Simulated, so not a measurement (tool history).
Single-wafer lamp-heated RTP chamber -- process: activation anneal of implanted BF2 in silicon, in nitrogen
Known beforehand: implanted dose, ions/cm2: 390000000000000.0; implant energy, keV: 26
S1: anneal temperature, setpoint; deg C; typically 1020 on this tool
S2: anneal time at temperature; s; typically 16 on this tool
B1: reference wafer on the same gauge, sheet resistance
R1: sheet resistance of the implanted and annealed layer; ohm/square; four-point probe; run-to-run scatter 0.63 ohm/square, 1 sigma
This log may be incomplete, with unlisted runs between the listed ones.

run     day    S1  S2      B1      R1
  1       0  1020  16   244.6  297.86
  2   1.608  1020  16  244.54  297.45
  3   2.942  1020  16  244.65  297.42
      4.162  -- pyrometer window cleaned and pyrometer calibrated
  4   4.658  1020  16  244.81  297.94
  5   6.271  1020  16     245  297.43
  6   7.604  1020  16  245.28  298.05
  7   8.875  1020  16   245.3  298.48
  8  10.942  1020  16  245.49  297.54
  9  13.492  1020  16  245.88  299.81
 10  16.433  1014  16  246.05   300.3
     18.312  -- pyrometer window cleaned and pyrometer calibrated
 11  18.892  1014  16  246.59  301.12
 12  21.312  1013  13  246.82  301.78
 13  27.204  1013  13  247.69  302.53
 14  28.562  1013  13   247.8  302.46
 15  31.271  1020  16   248.4   301.6
     31.392  -- gauge calibrated
     32.325  -- pyrometer window cleaned and pyrometer calibrated
 16  32.896  1020  16  242.86  297.22
 17  34.025  1020  16  242.85  295.66
 18  36.804  1029   7  242.92  298.03
 19  37.862  1002   7  243.08  301.79
     39.117  -- reflector plate cleaned
 20  40.058  1020  16  242.93  295.37
 21  41.262  1020  16  243.17  296.21
 22  42.771  1044   8  243.04  295.88
 23  43.792  1002   7  243.04  300.32
     44.225  -- pyrometer window cleaned and pyrometer calibrated
 24  45.921  1020  16  243.19  294.71
 25  48.346  1020  10  243.26  298.41
 26  49.529  1030  16  243.34  294.77
 27   51.35  1029  16  243.49  296.72
 28  53.433  1001   9  243.52  300.03
 29  55.896  1020  16  243.77  297.35
 30  57.196  1032   7  243.97  298.19
     57.546  -- pyrometer window cleaned and pyrometer calibrated
 31  58.754  1033  16  244.01  295.27
 32  61.342  1034  23  244.07  294.04
 33  63.904   997  10  244.42  303.32
 34  66.221  1002  19  244.58   298.8
 35   67.55   997  24  244.64  298.45

Table of differences, measured result less the result of that run with no hidden state. Run-to-run variation is the same in both. Gauge scatter possibly is not:
What the log doesn't record here: true wafer temperature minus pyrometer reading, K; wafer temperature error from the tarnished reflector plate, K; gauge reads high (%).
run     R1
  1  +1.83
  2  +1.99
  3  +2.13
  4  +2.31
  5  +2.49
  6  +2.66
  7  +2.81
  8  +3.07
  9  +3.44
 10  +3.87
 11  +4.26
 12  +4.66
 13  +5.71
 14  +5.96
 15  +6.47
 16   -0.1
 17   -0.1
 18  -0.06
 19  -0.03
 20  +0.02
 21  +0.06
 22  +0.11
 23  +0.15
 24  +0.25
 25  +0.37
 26  +0.44
 27  +0.55
 28  +0.72
 29  +0.89
 30     +1
 31  +1.13
 32  +1.37
 33  +1.69
 34  +1.93
 35  +2.07

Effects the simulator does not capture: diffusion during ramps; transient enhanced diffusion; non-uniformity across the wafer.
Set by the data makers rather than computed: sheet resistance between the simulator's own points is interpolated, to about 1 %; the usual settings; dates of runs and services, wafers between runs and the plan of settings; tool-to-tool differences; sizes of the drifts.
